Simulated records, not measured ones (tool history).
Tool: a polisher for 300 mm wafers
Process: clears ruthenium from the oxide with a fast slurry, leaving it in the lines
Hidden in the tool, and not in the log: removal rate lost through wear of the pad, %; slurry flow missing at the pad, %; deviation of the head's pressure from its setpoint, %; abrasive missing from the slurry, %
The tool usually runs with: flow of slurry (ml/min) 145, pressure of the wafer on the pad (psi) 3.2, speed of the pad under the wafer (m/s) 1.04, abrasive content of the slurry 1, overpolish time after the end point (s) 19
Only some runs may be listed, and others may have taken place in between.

run,hour,flow of slurry (ml/min),pressure of the wafer on the pad (psi),speed of the pad under the wafer (m/s),abrasive content of the slurry,overpolish time after the end point (s),wafers since the last listed run,wafers polished on this pad,hours since the slurry nozzle was cleaned,hours since the head pressure was calibrated,hours since the slurry blender was calibrated,"incoming thickness of the incoming film, nm",time until the end point was called (s),dishing of a wide line in a test structure (Å)
1,0,145,3.2,1.04,1,19,0,1354,232.4,628.1,472.1,139.7,28,599
# hour 20.5: slurry blender recalibrated
2,172.9,145,3.2,1.04,1,19,1837,3191,405.3,801,152.4,137.8,29,581
# hour 192.6: slurry nozzle cleaned
3,211.2,145,3.2,1.04,1,19,400,3592,18.6,839.3,190.7,139.9,26.8,626
# hour 237.2: head pressure recalibrated
4,256.2,145,3.2,1.04,1,19,462,4055,63.6,19,235.7,139.5,28.6,592
# hour 272.4: worn pad replaced by a new one
5,281.7,145,3.2,1.04,1,19,231,99,89.1,44.5,261.2,139.6,27.4,589
6,350.4,145,2.6,1.32,1,19,738,838,157.8,113.2,329.9,141.9,25.8,632
7,414.4,145,3.2,1.04,1,19,687,1526,221.8,177.2,393.9,139.8,27.8,574
# hour 450.4: slurry blender recalibrated
8,464.1,145,3.5,1.04,1.15,19,512,2039,271.5,226.9,13.7,142.5,26.1,625
9,519.1,145,3.2,1.04,1,19,591,2630,326.5,281.9,68.7,139.2,28.7,567
10,588.6,145,3.2,1.04,1.25,19,747,3377,396,351.4,138.2,141.5,27.9,617
11,616.6,145,3.2,1.04,1,19,300,3678,424,379.4,166.2,141.7,30.2,558
# hour 657.9: slurry nozzle cleaned
12,662.9,105,3.9,1.04,0.9,27,486,4165,5,425.7,212.5,140.5,26.3,811
13,701.6,145,3.2,1.32,1,19,416,4581,43.7,464.4,251.2,138.3,22,729
14,731.5,145,3.2,1.04,1,19,321,4902,73.6,494.3,281.1,140,27,614
# hour 752: worn pad replaced by a new one
15,766.2,145,3.2,1.04,1,19,330,153,108.3,529,315.8,139.8,28,580
16,804.8,145,3.2,0.78,1,19,414,568,146.9,567.6,354.4,139.3,36.5,472
# hour 852.5: slurry blender recalibrated
17,861.1,145,3.2,1.04,1.1,27,583,1151,203.2,623.9,8.6,139.1,26.2,825
18,891.9,145,3.2,1.04,1,19,331,1482,234,654.7,39.4,141.1,28.3,596
19,939.6,145,3.5,1.04,1.15,19,512,1995,281.7,702.4,87.1,141.3,25.7,646
20,1009.1,145,2.4,1.04,1,27,747,2742,351.2,771.9,156.6,138.2,34.8,663
21,1034.2,110,2.5,0.94,1,29,269,3012,376.3,797,181.7,139.7,39.7,626
22,1097.8,145,3.2,1.04,1,19,683,3696,439.9,860.6,245.3,138.6,28.4,569
# hour 1136.8: slurry nozzle cleaned
23,1163.4,180,3.2,0.9,1.2,9,694,4390,26.6,926.2,310.9,140.7,27.3,316
24,1192.9,170,3.2,1.04,0.75,11,317,4707,56.1,955.7,340.4,139.7,28,363
# hour 1229.1: worn pad replaced by a new one
25,1235.7,145,3.2,1.04,1,19,417,70,98.9,998.5,383.2,141.5,25.4,634
# hour 1239.1: head pressure recalibrated
# hour 1245: slurry blender recalibrated
26,1291.9,145,2.3,0.7,1.15,24,561,631,155.1,52.8,46.9,137.3,49.8,437
27,1347.7,145,3.2,1.04,1,12,599,1231,210.9,108.6,102.7,139.7,29.7,393

Forecast each of these 5 alternatives for the next run:
A,1348.1,145,3.2,1.04,1,19,4,1235,211.3,109,103.1,142.3,?,?
B,1348.1,130,3.2,1.04,1,15,4,1235,211.3,109,103.1,142.3,?,?
C,1348.1,125,2.9,1.04,1.1,12,4,1235,211.3,109,103.1,142.3,?,?
D,1348.1,145,3.2,0.92,1,19,4,1235,211.3,109,103.1,142.3,?,?
E,1348.1,180,3.2,1.04,1,19,4,1235,211.3,109,103.1,142.3,?,?

run,time until the end point was called (s),dishing of a wide line in a test structure (Å)
A,30.4,573
B,31.1,461
C,32.4,367
D,34.3,518
E,29.1,592
With no hidden state in the tool, these same runs would have given:
run,time until the end point was called (s),dishing of a wide line in a test structure (Å)
A,28.6,602
B,29.1,488
C,30.2,389
D,32.3,544
E,27.7,617
